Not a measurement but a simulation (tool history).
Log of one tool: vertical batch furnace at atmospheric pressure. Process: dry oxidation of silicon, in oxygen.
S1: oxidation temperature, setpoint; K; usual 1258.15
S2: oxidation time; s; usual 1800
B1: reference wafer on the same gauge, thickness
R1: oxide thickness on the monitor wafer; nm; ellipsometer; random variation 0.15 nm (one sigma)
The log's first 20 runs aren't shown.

run	hour	S1	S2	B1	R1
21	1152.1	1270.15	2310	34.25	38.87
22	1201.6	1274.15	1020	34.36	25.37
# hour 1231.6: gauge calibrated
23	1246.9	1246.15	1290	34.34	22.07
24	1293.5	1258.15	1800	34.38	29.54
25	1361.7	1273.15	1020	34.35	25.30
26	1395.7	1248.15	2550	34.19	33.69
27	1462.7	1258.15	1800	34.37	29.51
28	1506.6	1258.15	1800	34.22	29.53
29	1566.5	1258.15	2580	34.28	36.49
30	1619.4	1247.15	2430	34.32	32.10

5 ways to go on from here, each from the tool as it stands after run 30. What would each give?
A	1623.6	1258.15	1800	?	?
B	1623.6	1248.15	2340	?	?
C	1623.6	1268.15	1380	?	?
D	1623.6	1247.15	1800	?	?
E	1623.6	1277.15	2220	?	?

run	B1	R1
A	34.29	29.60
B	34.29	31.61
C	34.29	28.28
D	34.29	26.81
E	34.29	40.43
Without the tool's hidden state the same runs would have given:
run	R1
A	28.87
B	30.99
C	27.54
D	26.27
E	39.47
